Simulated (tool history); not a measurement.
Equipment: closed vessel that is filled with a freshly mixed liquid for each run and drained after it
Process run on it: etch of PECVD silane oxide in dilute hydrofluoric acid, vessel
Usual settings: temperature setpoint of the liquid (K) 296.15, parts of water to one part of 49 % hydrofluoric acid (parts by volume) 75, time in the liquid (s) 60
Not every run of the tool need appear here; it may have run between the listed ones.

run,hour,temperature setpoint of the liquid (K),parts of water to one part of 49 % hydrofluoric acid (parts by volume),time in the liquid (s),"read-back film thickness of the PECVD silane oxide reference wafer, read on the same gauge (nm)",thickness taken off the PECVD silane oxide on a monitor wafer (Å)
1,0.0,296.15,65,60,150.04,330.7
2,18.1,296.15,90,60,149.99,229.7
3,33.0,296.15,90,60,149.98,229.8
4,59.1,296.15,75,60,150.04,280.6
5,90.3,298.65,105,60,149.97,214.0
6,121.5,298.15,75,60,150.00,303.1
7,144.8,296.15,75,45,150.04,209.1
8,157.3,296.15,75,45,149.96,210.1
9,174.0,296.15,75,60,149.95,282.5
10,187.6,296.15,75,35,150.00,164.2
11,207.6,296.15,75,35,150.01,163.1
12,228.3,296.15,75,60,149.98,280.0
13,241.4,296.15,75,60,150.04,280.7
# hour 257.3: gauge calibrated
14,260.4,297.65,75,60,149.99,295.8
# hour 280.7: hydrofluoric acid flow meter replaced
15,330.2,301.15,75,60,150.00,354.4
# hour 343.5: thermometer replaced
16,353.8,299.15,100,75,150.04,294.4
17,460.7,296.15,65,85,149.98,478.7
18,530.2,296.15,75,60,150.01,288.0
19,558.3,293.65,105,50,150.03,149.3
20,590.4,296.15,75,60,149.98,287.2
21,611.6,296.15,55,60,149.99,400.7
22,645.6,293.15,90,90,149.97,309.1
23,661.1,296.15,75,60,150.03,289.0
24,676.5,296.15,75,50,149.97,238.2
25,702.1,300.15,50,70,150.04,615.5
26,720.5,291.65,75,30,149.98,118.6
27,751.4,299.65,35,70,150.01,870.5
28,770.8,299.65,75,60,149.98,329.4
29,792.4,296.15,75,60,149.97,284.5
30,832.4,300.15,90,60,150.00,273.7
31,859.3,293.15,90,60,149.98,206.8
32,889.3,296.15,75,60,150.04,284.5
33,905.7,296.15,75,75,150.03,356.4

4 options for the next run, each taken on its own from the tool as it stands now. Forecast them:
A,906.4,296.15,75,60,?,?
B,906.4,299.15,75,80,?,?
C,906.4,300.65,75,60,?,?
D,906.4,293.65,100,85,?,?

run,"read-back film thickness of the PECVD silane oxide reference wafer, read on the same gauge (nm)",thickness taken off the PECVD silane oxide on a monitor wafer (Å)
A,150.06,284.9
B,150.06,428.5
C,150.06,340.9
D,150.06,265.3
With the hidden condition removed and each run's random variation left untouched, the same runs would have given:
run,thickness taken off the PECVD silane oxide on a monitor wafer (Å)
A,288.5
B,434.0
C,345.3
D,268.7
